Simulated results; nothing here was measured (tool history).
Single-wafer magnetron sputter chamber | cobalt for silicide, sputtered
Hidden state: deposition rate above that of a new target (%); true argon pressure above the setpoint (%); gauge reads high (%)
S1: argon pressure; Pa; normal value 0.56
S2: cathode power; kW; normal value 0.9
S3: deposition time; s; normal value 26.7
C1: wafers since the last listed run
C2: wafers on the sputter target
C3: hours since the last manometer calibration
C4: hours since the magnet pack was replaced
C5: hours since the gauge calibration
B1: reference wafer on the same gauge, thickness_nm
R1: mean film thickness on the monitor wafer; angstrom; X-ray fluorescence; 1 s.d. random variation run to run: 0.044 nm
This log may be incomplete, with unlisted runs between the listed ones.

Run 1, hour 0: usual settings; C1 0; C2 3688; C3 620.3; C4 11316.8; C5 474.5; B1 9.722. Result: R1 104.25 angstrom.
Run 2, hour 27.8: usual settings; C1 743; C2 4431; C3 648.1; C4 11344.6; C5 502.3; B1 9.712. Result: R1 105.05 angstrom.
Run 3, hour 44.1: usual settings; C1 436; C2 4868; C3 664.4; C4 11360.9; C5 518.6; B1 9.696. Result: R1 105.08 angstrom.
Run 4, hour 61: usual settings; C1 452; C2 5320; C3 681.3; C4 11377.8; C5 535.5; B1 9.691. Result: R1 104.72 angstrom.
At hour 80.7: sputter target and shields replaced.
Run 5, hour 87.7: usual settings but S2 0.8 kW, S3 29.3 s; C1 500; C2 187; C3 708; C4 11404.5; C5 562.2; B1 9.68. Result: R1 105.89 angstrom.
Run 6, hour 105.5: usual settings but S1 0.678 Pa; C1 476; C2 663; C3 725.8; C4 11422.3; C5 580; B1 9.671. Result: R1 102.51 angstrom.
Run 7, hour 124.7: usual settings but S1 0.678 Pa; C1 513; C2 1177; C3 745; C4 11441.5; C5 599.2; B1 9.664. Result: R1 101.96 angstrom.
Run 8, hour 152.6: usual settings but S1 0.678 Pa; C1 746; C2 1924; C3 772.9; C4 11469.4; C5 627.1; B1 9.656. Result: R1 101.97 angstrom.
Run 9, hour 176.6: usual settings; C1 642; C2 2566; C3 796.9; C4 11493.4; C5 651.1; B1 9.647. Result: R1 104.26 angstrom.
Run 10, hour 209.1: usual settings but S1 0.663 Pa; C1 869; C2 3435; C3 829.4; C4 11525.9; C5 683.6; B1 9.635. Result: R1 102.36 angstrom.
Run 11, hour 309.2: usual settings; C1 2678; C2 6114; C3 929.5; C4 11626; C5 783.7; B1 9.602. Result: R1 104.05 angstrom.
Run 12, hour 328.8: usual settings; C1 524; C2 6638; C3 949.1; C4 11645.6; C5 803.3; B1 9.579. Result: R1 104.87 angstrom.
At hour 339.6: sputter target and shields replaced.
At hour 346: magnet pack replaced.
Run 13, hour 347.3: usual settings; C1 108; C2 33; C3 967.6; C4 1.3; C5 821.8; B1 9.575. Result: R1 103.97 angstrom.
At hour 364.7: gauge calibrated.
Run 14, hour 365.4: usual settings; C1 484; C2 517; C3 985.7; C4 19.4; C5 0.7; B1 9.864. Result: R1 106.58 angstrom.
Run 15, hour 391.2: usual settings but S1 0.432 Pa; C1 690; C2 1208; C3 1011.5; C4 45.2; C5 26.5; B1 9.86. Result: R1 110.34 angstrom.
Run 16, hour 415.8: usual settings; C1 658; C2 1866; C3 1036.1; C4 69.8; C5 51.1; B1 9.854. Result: R1 107.82 angstrom.
Run 17, hour 443.1: usual settings but S1 0.442 Pa, S2 0.85 kW, S3 22.8 s; C1 730; C2 2597; C3 1063.4; C4 97.1; C5 78.4; B1 9.837. Result: R1 90.03 angstrom.
Run 18, hour 475.6: usual settings but S3 30.2 s; C1 869; C2 3466; C3 1095.9; C4 129.6; C5 110.9; B1 9.83. Result: R1 121.3 angstrom.
At hour 493.5: capacitance manometer re-zeroed and calibrated.
Run 19, hour 494: usual settings but S3 24.8 s; C1 278; C2 3744; C3 0.5; C4 148; C5 129.3; B1 9.82. Result: R1 98.95 angstrom.
Run 20, hour 525.2: usual settings but S1 0.342 Pa, S2 0.7 kW; C1 834; C2 4579; C3 31.7; C4 179.2; C5 160.5; B1 9.804. Result: R1 94.12 angstrom.
Run 21, hour 560.8: usual settings; C1 952; C2 5532; C3 67.3; C4 214.8; C5 196.1; B1 9.794. Result: R1 106.35 angstrom.
Run 22, hour 574.9: usual settings but S1 0.342 Pa, S2 0.7 kW; C1 377; C2 5909; C3 81.4; C4 228.9; C5 210.2; B1 9.784. Result: R1 93.32 angstrom.
At hour 598.5: sputter target and shields replaced.
Run 23, hour 603.4: usual settings; C1 548; C2 131; C3 109.9; C4 257.4; C5 238.7; B1 9.776. Result: R1 106.65 angstrom.
Run 24, hour 629.6: usual settings; C1 701; C2 833; C3 136.1; C4 283.6; C5 264.9; B1 9.768. Result: R1 105.59 angstrom.
Run 25, hour 656.1: usual settings; C1 709; C2 1542; C3 162.6; C4 310.1; C5 291.4; B1 9.76. Result: R1 105.39 angstrom.
Run 26, hour 679.7: usual settings but S3 23 s; C1 631; C2 2173; C3 186.2; C4 333.7; C5 315; B1 9.738. Result: R1 91.4 angstrom.
Run 27, hour 702.1: usual settings but S1 0.704 Pa; C1 599; C2 2772; C3 208.6; C4 356.1; C5 337.4; B1 9.737. Result: R1 102.45 angstrom.
Run 28, hour 735.6: usual settings but S1 0.78 Pa, S2 0.75 kW, S3 31.4 s; C1 896; C2 3669; C3 242.1; C4 389.6; C5 370.9; B1 9.734. Result: R1 104.38 angstrom.
Run 29, hour 750.1: usual settings but S1 0.686 Pa, S2 0.8 kW, S3 30.4 s; C1 387; C2 4057; C3 256.6; C4 404.1; C5 385.4; B1 9.711. Result: R1 107.09 angstrom.
Run 30, hour 780: usual settings; C1 800; C2 4857; C3 286.5; C4 434; C5 415.3; B1 9.707. Result: R1 104.79 angstrom.
Run 31, hour 811.6: usual settings but S1 0.702 Pa, S2 1.1 kW; C1 845; C2 5702; C3 318.1; C4 465.6; C5 446.9; B1 9.698. Result: R1 118.29 angstrom.
At hour 837.6: sputter target and shields replaced.
Run 32, hour 838.1: usual settings but S1 0.378 Pa; C1 495; C2 12; C3 344.6; C4 492.1; C5 473.4; B1 9.675. Result: R1 108.86 angstrom.
Run 33, hour 859.3: usual settings but S1 0.748 Pa, S2 1.05 kW, S3 24.4 s; C1 567; C2 579; C3 365.8; C4 513.3; C5 494.6; B1 9.677. Result: R1 103.25 angstrom.
Run 34, hour 894.1: usual settings but S1 0.731 Pa, S2 0.8 kW; C1 931; C2 1510; C3 400.6; C4 548.1; C5 529.4; B1 9.667. Result: R1 92.85 angstrom.
Run 35, hour 912.8: usual settings; C1 500; C2 2011; C3 419.3; C4 566.8; C5 548.1; B1 9.651. Result: R1 104.94 angstrom.
Run 36, hour 940.8: usual settings; C1 749; C2 2760; C3 447.3; C4 594.8; C5 576.1; B1 9.645. Result: R1 104.56 angstrom.

Across each entry between runs, compare the hidden state at the last listed run before it with the hidden state at the first listed run after it:
Logged between run 4 and run 5: sputter target and shields replaced (hour 80.7)
  gauge reads high (%): -2.09 -> -2.19
  measured value less the no-hidden-state value, R1: -2.23 -> -2.37 angstrom
Logged between run 12 and run 13: sputter target and shields replaced (hour 339.6); magnet pack replaced (hour 346)
  gauge reads high (%): -3.16 -> -3.23
  measured value less the no-hidden-state value, R1: -3.42 -> -3.47 angstrom
Logged between run 13 and run 14: gauge calibrated (hour 364.7)
  gauge reads high (%): -3.23 -> -0.311
  measured value less the no-hidden-state value, R1: -3.47 -> -0.33 angstrom
Logged between run 18 and run 19: capacitance manometer re-zeroed and calibrated (hour 493.5)
  gauge reads high (%): -0.751 -> -0.825
  measured value less the no-hidden-state value, R1: -0.92 -> -0.83 angstrom
Logged between run 22 and run 23: sputter target and shields replaced (hour 598.5)
  gauge reads high (%): -1.15 -> -1.26
  measured value less the no-hidden-state value, R1: -1.08 -> -1.36 angstrom
Logged between run 31 and run 32: sputter target and shields replaced (hour 837.6)
  gauge reads high (%): -2.1 -> -2.2
  measured value less the no-hidden-state value, R1: -2.53 -> -2.45 angstrom
